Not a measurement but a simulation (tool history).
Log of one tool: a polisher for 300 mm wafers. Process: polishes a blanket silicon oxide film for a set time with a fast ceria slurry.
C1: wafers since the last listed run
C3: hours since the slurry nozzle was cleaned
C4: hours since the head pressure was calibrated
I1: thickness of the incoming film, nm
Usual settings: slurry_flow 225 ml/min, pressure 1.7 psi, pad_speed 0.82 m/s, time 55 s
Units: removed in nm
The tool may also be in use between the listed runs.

run 1 day=0.000 | slurry_flow=225 pressure=1.7 pad_speed=0.82 time=55 | C1=0 wafers_polished_on_this_pad=553 C3=172.4 C4=157.5 | I1=3053.8 | removed=477.5
run 2 day=1.371 | slurry_flow=175 pressure=1.7 pad_speed=0.82 time=66 | C1=298 wafers_polished_on_this_pad=851 C3=205.3 C4=190.4 | I1=3140.7 | removed=545.7
run 3 day=2.608 | slurry_flow=175 pressure=1.7 pad_speed=0.82 time=66 | C1=269 wafers_polished_on_this_pad=1121 C3=235.0 C4=220.1 | I1=3096.3 | removed=545.6
-- day=3.183 worn pad replaced by a new one
run 4 day=3.621 | slurry_flow=175 pressure=1.7 pad_speed=0.82 time=66 | C1=184 wafers_polished_on_this_pad=95 C3=259.3 C4=244.4 | I1=3081.6 | removed=579.8
run 5 day=4.729 | slurry_flow=225 pressure=1.7 pad_speed=0.82 time=55 | C1=241 wafers_polished_on_this_pad=337 C3=285.9 C4=271.0 | I1=3074.0 | removed=481.0
run 6 day=6.125 | slurry_flow=225 pressure=1.7 pad_speed=0.82 time=55 | C1=304 wafers_polished_on_this_pad=641 C3=319.4 C4=304.5 | I1=3073.9 | removed=476.9
run 7 day=7.271 | slurry_flow=225 pressure=1.7 pad_speed=0.82 time=55 | C1=249 wafers_polished_on_this_pad=891 C3=346.9 C4=332.0 | I1=3074.7 | removed=473.9
run 8 day=8.538 | slurry_flow=225 pressure=1.7 pad_speed=0.82 time=55 | C1=276 wafers_polished_on_this_pad=1167 C3=377.3 C4=362.4 | I1=3098.8 | removed=471.2
-- day=9.096 worn pad replaced by a new one
run 9 day=9.117 | slurry_flow=225 pressure=1.7 pad_speed=0.82 time=55 | C1=89 wafers_polished_on_this_pad=4 C3=391.2 C4=376.3 | I1=3100.2 | removed=497.0
run 10 day=10.112 | slurry_flow=225 pressure=1.7 pad_speed=0.82 time=55 | C1=217 wafers_polished_on_this_pad=221 C3=415.1 C4=400.2 | I1=3062.6 | removed=494.9
run 11 day=10.908 | slurry_flow=200 pressure=1.7 pad_speed=0.82 time=55 | C1=173 wafers_polished_on_this_pad=395 C3=434.2 C4=419.3 | I1=3099.1 | removed=481.6
run 12 day=11.667 | slurry_flow=200 pressure=1.7 pad_speed=0.82 time=55 | C1=165 wafers_polished_on_this_pad=560 C3=452.4 C4=437.5 | I1=3074.7 | removed=469.1
run 13 day=12.650 | slurry_flow=200 pressure=1.7 pad_speed=0.82 time=55 | C1=214 wafers_polished_on_this_pad=774 C3=476.0 C4=461.1 | I1=3074.0 | removed=475.7
run 14 day=13.512 | slurry_flow=260 pressure=2.1 pad_speed=0.66 time=38 | C1=188 wafers_polished_on_this_pad=962 C3=496.7 C4=481.8 | I1=3063.8 | removed=341.4
run 15 day=14.408 | slurry_flow=225 pressure=1.7 pad_speed=1.10 time=43 | C1=195 wafers_polished_on_this_pad=1158 C3=518.2 C4=503.3 | I1=3140.4 | removed=484.9
-- day=14.633 head pressure recalibrated
-- day=14.767 worn pad replaced by a new one
run 16 day=15.617 | slurry_flow=180 pressure=1.9 pad_speed=1.10 time=44 | C1=216 wafers_polished_on_this_pad=185 C3=547.2 C4=23.6 | I1=3085.0 | removed=559.6
run 17 day=17.921 | slurry_flow=225 pressure=1.7 pad_speed=0.82 time=47 | C1=502 wafers_polished_on_this_pad=688 C3=602.5 C4=78.9 | I1=3154.4 | removed=406.2
run 18 day=19.238 | slurry_flow=225 pressure=1.7 pad_speed=0.82 time=55 | C1=287 wafers_polished_on_this_pad=975 C3=634.1 C4=110.5 | I1=3127.9 | removed=478.5
-- day=20.742 worn pad replaced by a new one
run 19 day=20.762 | slurry_flow=260 pressure=1.5 pad_speed=0.70 time=61 | C1=296 wafers_polished_on_this_pad=4 C3=670.7 C4=147.1 | I1=3084.9 | removed=441.6
run 20 day=21.658 | slurry_flow=225 pressure=1.7 pad_speed=0.82 time=55 | C1=195 wafers_polished_on_this_pad=199 C3=692.2 C4=168.6 | I1=3101.4 | removed=499.5
-- day=21.783 slurry nozzle cleaned
run 21 day=22.771 | slurry_flow=225 pressure=1.7 pad_speed=0.94 time=55 | C1=233 wafers_polished_on_this_pad=433 C3=23.7 C4=195.3 | I1=3099.7 | removed=546.0
run 22 day=24.138 | slurry_flow=225 pressure=2.2 pad_speed=0.58 time=55 | C1=297 wafers_polished_on_this_pad=731 C3=56.5 C4=228.1 | I1=3136.1 | removed=450.8
run 23 day=24.717 | slurry_flow=225 pressure=1.2 pad_speed=0.82 time=55 | C1=126 wafers_polished_on_this_pad=857 C3=70.4 C4=242.0 | I1=3085.6 | removed=331.8
-- day=25.967 worn pad replaced by a new one
run 24 day=26.017 | slurry_flow=225 pressure=1.7 pad_speed=0.82 time=55 | C1=247 wafers_polished_on_this_pad=10 C3=101.6 C4=273.2 | I1=3085.4 | removed=507.3
run 25 day=26.779 | slurry_flow=225 pressure=2.1 pad_speed=0.74 time=55 | C1=166 wafers_polished_on_this_pad=177 C3=119.9 C4=291.5 | I1=3084.2 | removed=558.5
run 26 day=28.108 | slurry_flow=190 pressure=1.7 pad_speed=0.82 time=55 | C1=289 wafers_polished_on_this_pad=466 C3=151.8 C4=323.4 | I1=3145.8 | removed=474.4
run 27 day=29.142 | slurry_flow=225 pressure=2.0 pad_speed=0.82 time=45 | C1=225 wafers_polished_on_this_pad=692 C3=176.6 C4=348.2 | I1=3075.9 | removed=463.2

Forecast each of these 3 alternatives for the next run:
run A day=29.158 | slurry_flow=225 pressure=1.4 pad_speed=0.82 time=55 | C1=3 wafers_polished_on_this_pad=695 C3=177.0 C4=348.6 | I1=3100.4 | removed=?
run B day=29.158 | slurry_flow=225 pressure=1.7 pad_speed=0.82 time=64 | C1=3 wafers_polished_on_this_pad=695 C3=177.0 C4=348.6 | I1=3100.4 | removed=?
run C day=29.158 | slurry_flow=180 pressure=1.7 pad_speed=0.82 time=42 | C1=3 wafers_polished_on_this_pad=695 C3=177.0 C4=348.6 | I1=3100.4 | removed=?

run=A removed=392.8
run=B removed=555.0
run=C removed=352.4
Without the tool's hidden state the same runs would have given:
run=A removed=416.8
run=B removed=588.9
run=C removed=373.9
